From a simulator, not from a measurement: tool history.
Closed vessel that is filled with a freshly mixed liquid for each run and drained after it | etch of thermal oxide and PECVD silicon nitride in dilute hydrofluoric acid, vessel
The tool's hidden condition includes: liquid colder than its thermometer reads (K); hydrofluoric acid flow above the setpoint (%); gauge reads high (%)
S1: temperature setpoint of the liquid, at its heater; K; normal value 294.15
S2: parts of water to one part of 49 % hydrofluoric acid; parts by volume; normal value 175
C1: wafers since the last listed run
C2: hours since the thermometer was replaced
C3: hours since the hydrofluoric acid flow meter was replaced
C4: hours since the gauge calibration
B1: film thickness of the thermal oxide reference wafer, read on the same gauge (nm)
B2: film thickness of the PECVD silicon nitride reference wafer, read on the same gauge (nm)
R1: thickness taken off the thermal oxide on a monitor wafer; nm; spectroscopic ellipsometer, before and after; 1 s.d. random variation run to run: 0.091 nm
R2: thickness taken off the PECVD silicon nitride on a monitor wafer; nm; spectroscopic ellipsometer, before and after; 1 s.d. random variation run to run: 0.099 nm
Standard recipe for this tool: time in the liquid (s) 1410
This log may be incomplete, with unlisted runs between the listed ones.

run 1 hour=0 | S1=294.15 S2=175 time_in_the_liquid_(s)=1410 | C1=0 C2=1504.3 C3=1072.4 C4=767.6 | B1=50.02 B2=50.04 | R1=29.32 R2=10.77
run 2 hour=77.3 | S1=294.15 S2=175 time_in_the_liquid_(s)=1410 | C1=4646 C2=1581.6 C3=1149.7 C4=844.9 | B1=50 B2=49.97 | R1=29.5 R2=10.79
run 3 hour=144.1 | S1=294.15 S2=175 time_in_the_liquid_(s)=1410 | C1=4015 C2=1648.4 C3=1216.5 C4=911.7 | B1=49.97 B2=49.99 | R1=29.44 R2=10.75
-- hour=145.6 gauge calibrated
run 4 hour=208.7 | S1=291.15 S2=175 time_in_the_liquid_(s)=995 | C1=3883 C2=1713 C3=1281.1 C4=63.1 | B1=50.01 B2=49.99 | R1=18.49 R2=6.27
run 5 hour=301.7 | S1=294.15 S2=175 time_in_the_liquid_(s)=1410 | C1=5590 C2=1806 C3=1374.1 C4=156.1 | B1=49.99 B2=50.03 | R1=29.52 R2=10.93
run 6 hour=351.1 | S1=294.15 S2=175 time_in_the_liquid_(s)=1410 | C1=2969 C2=1855.4 C3=1423.5 C4=205.5 | B1=49.98 B2=50 | R1=29.37 R2=10.86
run 7 hour=422.7 | S1=294.15 S2=175 time_in_the_liquid_(s)=1970 | C1=4304 C2=1927 C3=1495.1 C4=277.1 | B1=50 B2=50.01 | R1=41.02 R2=14.97
run 8 hour=462.4 | S1=294.15 S2=175 time_in_the_liquid_(s)=1410 | C1=2386 C2=1966.7 C3=1534.8 C4=316.8 | B1=50.02 B2=50.02 | R1=29.49 R2=11
-- hour=490.8 thermometer replaced
run 9 hour=569.7 | S1=294.15 S2=175 time_in_the_liquid_(s)=1410 | C1=6389 C2=78.9 C3=1642.1 C4=424.1 | B1=50 B2=50 | R1=29.38 R2=10.92
run 10 hour=639.8 | S1=294.15 S2=175 time_in_the_liquid_(s)=1410 | C1=4213 C2=149 C3=1712.2 C4=494.2 | B1=50 B2=49.98 | R1=29.39 R2=10.82
run 11 hour=745.2 | S1=290.65 S2=175 time_in_the_liquid_(s)=2060 | C1=6335 C2=254.4 C3=1817.6 C4=599.6 | B1=50 B2=49.99 | R1=37.42 R2=12.39
run 12 hour=811.5 | S1=294.15 S2=175 time_in_the_liquid_(s)=2055 | C1=3985 C2=320.7 C3=1883.9 C4=665.9 | B1=50 B2=49.99 | R1=42.65 R2=15.85
run 13 hour=873.6 | S1=294.15 S2=175 time_in_the_liquid_(s)=1410 | C1=3733 C2=382.8 C3=1946 C4=728 | B1=49.99 B2=50.01 | R1=29.33 R2=10.98
run 14 hour=926.6 | S1=290.15 S2=95 time_in_the_liquid_(s)=1660 | C1=3185 C2=435.8 C3=1999 C4=781 | B1=49.99 B2=50.03 | R1=58.57 R2=17.6
-- hour=1017.6 hydrofluoric acid flow meter replaced
run 15 hour=1018.8 | S1=294.15 S2=175 time_in_the_liquid_(s)=1410 | C1=5482 C2=528 C3=1.2 C4=873.2 | B1=49.98 B2=49.99 | R1=29.41 R2=10.79
run 16 hour=1073.4 | S1=298.15 S2=175 time_in_the_liquid_(s)=1410 | C1=3282 C2=582.6 C3=55.8 C4=927.8 | B1=49.99 B2=49.97 | R1=34.11 R2=14.14
-- hour=1088.2 gauge calibrated
run 17 hour=1147.5 | S1=292.65 S2=120 time_in_the_liquid_(s)=2065 | C1=4454 C2=656.7 C3=129.9 C4=59.3 | B1=50 B2=49.99 | R1=62.99 R2=20.88
run 18 hour=1224.9 | S1=294.15 S2=175 time_in_the_liquid_(s)=870 | C1=4652 C2=734.1 C3=207.3 C4=136.7 | B1=49.96 B2=49.97 | R1=18.12 R2=6.76
run 19 hour=1302.7 | S1=296.15 S2=175 time_in_the_liquid_(s)=1410 | C1=4676 C2=811.9 C3=285.1 C4=214.5 | B1=49.97 B2=49.99 | R1=31.71 R2=12.09
run 20 hour=1396.4 | S1=290.65 S2=150 time_in_the_liquid_(s)=1925 | C1=5632 C2=905.6 C3=378.8 C4=308.2 | B1=49.99 B2=50.03 | R1=41.58 R2=13.49
run 21 hour=1450.8 | S1=294.15 S2=175 time_in_the_liquid_(s)=1410 | C1=3270 C2=960 C3=433.2 C4=362.6 | B1=49.99 B2=50 | R1=29.49 R2=10.69
run 22 hour=1517.5 | S1=294.15 S2=175 time_in_the_liquid_(s)=1410 | C1=4009 C2=1026.7 C3=499.9 C4=429.3 | B1=49.99 B2=50.02 | R1=29.31 R2=10.57

Hidden condition of the tool, last listed run before each entry between runs versus first listed run after:
Logged between run 3 and run 4: gauge calibrated (hour 145.6)
  both runs share identical hidden conditions
Logged between run 8 and run 9: thermometer replaced (hour 490.8)
  both runs share identical hidden conditions
Logged between run 14 and run 15: hydrofluoric acid flow meter replaced (hour 1017.6)
  both runs share identical hidden conditions
Logged between run 16 and run 17: gauge calibrated (hour 1088.2)
  both runs share identical hidden conditions

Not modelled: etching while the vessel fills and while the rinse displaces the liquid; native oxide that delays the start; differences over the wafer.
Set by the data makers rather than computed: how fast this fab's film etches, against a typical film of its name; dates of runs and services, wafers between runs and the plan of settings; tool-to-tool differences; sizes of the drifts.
